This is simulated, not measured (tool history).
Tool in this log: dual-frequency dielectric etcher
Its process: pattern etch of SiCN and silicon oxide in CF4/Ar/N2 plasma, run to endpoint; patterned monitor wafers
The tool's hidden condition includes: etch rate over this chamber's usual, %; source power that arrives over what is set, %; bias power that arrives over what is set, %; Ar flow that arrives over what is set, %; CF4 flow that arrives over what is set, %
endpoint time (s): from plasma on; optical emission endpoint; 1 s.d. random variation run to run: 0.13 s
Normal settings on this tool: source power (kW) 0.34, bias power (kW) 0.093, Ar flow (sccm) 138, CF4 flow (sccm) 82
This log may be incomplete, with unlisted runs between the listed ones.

run   hour  source power (kW)  bias power (kW)  Ar flow (sccm)  CF4 flow (sccm)  wafers since the last listed run  hours since the last wet clean  hours since the last source power generator calibration  hours since the last bias power generator calibration  hours since the last Ar flow controller change  hours since the last CF4 flow controller change  hours since the last upper electrode change  incoming incoming film thickness, nm  endpoint time (s)
  1      0               0.34            0.075             138               94                                 0                           475.2                                                   1887.5                                                 2870.2                                          2548.7                                           1531.9                                       2662.1                                 11.45               15.8
  2   83.3               0.34            0.075             138               94                              1062                           558.5                                                   1970.8                                                 2953.5                                            2632                                           1615.2                                       2745.4                                 11.59               15.5
     116.4  -- wet clean of the chamber
  3  129.3               0.34            0.075             138               94                               280                            12.9                                                   2016.8                                                 2999.5                                            2678                                           1661.2                                       2791.4                                 11.55               16.3
  4  229.7               0.34            0.093             138               68                              1280                           113.3                                                   2117.2                                                 3099.9                                          2778.4                                           1761.6                                       2891.8                                 11.51               15.8
  5  298.4               0.34            0.093             138               68                               876                             182                                                   2185.9                                                 3168.6                                          2847.1                                           1830.3                                       2960.5                                 11.46               15.5
  6  352.9               0.34            0.093             138               68                               694                           236.5                                                   2240.4                                                 3223.1                                          2901.6                                           1884.8                                         3015                                 11.53               15.4
     371.5  -- CF4 flow controller replaced
  7    406               0.34            0.093             131               82                               600                           289.6                                                   2293.5                                                 3276.2                                          2954.7                                             34.5                                       3068.1                                 11.54               15.1
  8  496.1               0.34            0.093             138               82                              1148                           379.7                                                   2383.6                                                 3366.3                                          3044.8                                            124.6                                       3158.2                                 11.44                 15
  9  551.9               0.34            0.103             138               96                               711                           435.5                                                   2439.4                                                 3422.1                                          3100.6                                            180.4                                         3214                                 11.54                 14
     595.7  -- Ar flow controller replaced
     607.5  -- wet clean of the chamber
     643.1  -- upper electrode replaced
 10  647.1                0.4            0.093             104               82                               681                            39.6                                                   2534.6                                                 3517.3                                            51.4                                            275.6                                            4                                 11.48               13.5
     652.5  -- source power generator calibrated
 11    703               0.34            0.093             138               82                               661                            95.5                                                     50.5                                                 3573.2                                           107.3                                            331.5                                         59.9                                 11.48               15.3
 12  742.9               0.34            0.093             116               82                               508                           135.4                                                     90.4                                                 3613.1                                           147.2                                            371.4                                         99.8                                  11.6               15.1
     781.3  -- bias power generator calibrated
 13  781.8               0.34            0.093             138               82                               445                           174.3                                                    129.3                                                    0.5                                           186.1                                            410.3                                        138.7                                 11.59               15.4
 14  846.7               0.34            0.093             138               96                               827                           239.2                                                    194.2                                                   65.4                                             251                                            475.2                                        203.6                                 11.61               14.9
 15  950.7               0.34            0.093             138               82                              1326                           343.2                                                    298.2                                                  169.4                                             355                                            579.2                                        307.6                                 11.49               14.9
 16    991               0.34            0.093             138              100                               513                           383.5                                                    338.5                                                  209.7                                           395.3                                            619.5                                        347.9                                 11.36               14.1

Forecast each of these 3 alternatives for the next run:
  A  991.4               0.34            0.087             138               82                                 5                           383.9                                                    338.9                                                  210.1                                           395.7                                            619.9                                        348.3                                  11.5                  ?
  B  991.4               0.34            0.075             153               69                                 5                           383.9                                                    338.9                                                  210.1                                           395.7                                            619.9                                        348.3                                  11.5                  ?
  C  991.4                0.3            0.111             138               91                                 5                           383.9                                                    338.9                                                  210.1                                           395.7                                            619.9                                        348.3                                  11.5                  ?

run  endpoint time (s)
  A               14.9
  B               16.1
  C               15.1
Had the tool no hidden state, the same runs would have come out as:
run  endpoint time (s)
  A               15.7
  B               16.9
  C               15.8
